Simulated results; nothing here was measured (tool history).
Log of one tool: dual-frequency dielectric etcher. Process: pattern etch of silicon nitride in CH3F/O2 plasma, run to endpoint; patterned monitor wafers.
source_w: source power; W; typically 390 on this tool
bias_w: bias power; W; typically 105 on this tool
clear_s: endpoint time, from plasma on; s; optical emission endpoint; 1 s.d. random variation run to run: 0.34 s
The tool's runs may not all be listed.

run  hour  source_w  bias_w  wafers since the last listed run  hours since the last wet clean  hours since the last source power generator calibration  hours since the last bias power generator calibration  hours since the last upper electrode change  incoming incoming film thickness, nm  clear_s
  1     0       390     105                                 0                             395                                                   4448.3                                                 2029.2                                       3669.1                                  70.2     67.3
  2   8.9       390     105                                50                           403.9                                                   4457.2                                                 2038.1                                         3678                                  69.6       67
  3    18       390     110                                51                             413                                                   4466.3                                                 2047.2                                       3687.1                                  70.2       66
  4  31.6       390     105                                76                           426.6                                                   4479.9                                                 2060.8                                       3700.7                                  69.6     66.6
  5  44.2       390     105                                71                           439.2                                                   4492.5                                                 2073.4                                       3713.3                                    70       67
  6    56       390     105                                66                             451                                                   4504.3                                                 2085.2                                       3725.1                                    70     66.7
     86.2  -- upper electrode replaced
     89.6  -- source power generator calibrated
  7  90.1       310     124                                37                           485.1                                                      0.5                                                 2119.3                                          3.9                                  70.3     69.6
  8  90.5       390     105                                 2                           485.5                                                      0.9                                                 2119.7                                          4.3                                  69.8     66.2

Predict the results of run 9:
     125.4  -- wet clean of the chamber
  9  125.8       390     105                                63                             0.4                                                     36.2                                                   2155                                         39.6                                  70.1        ?

Run 9 gave clear_s 66.6 s.
Take away the tool's hidden state, keep the run-to-run variation as it was, and the same run would have given clear_s 66.6 s.
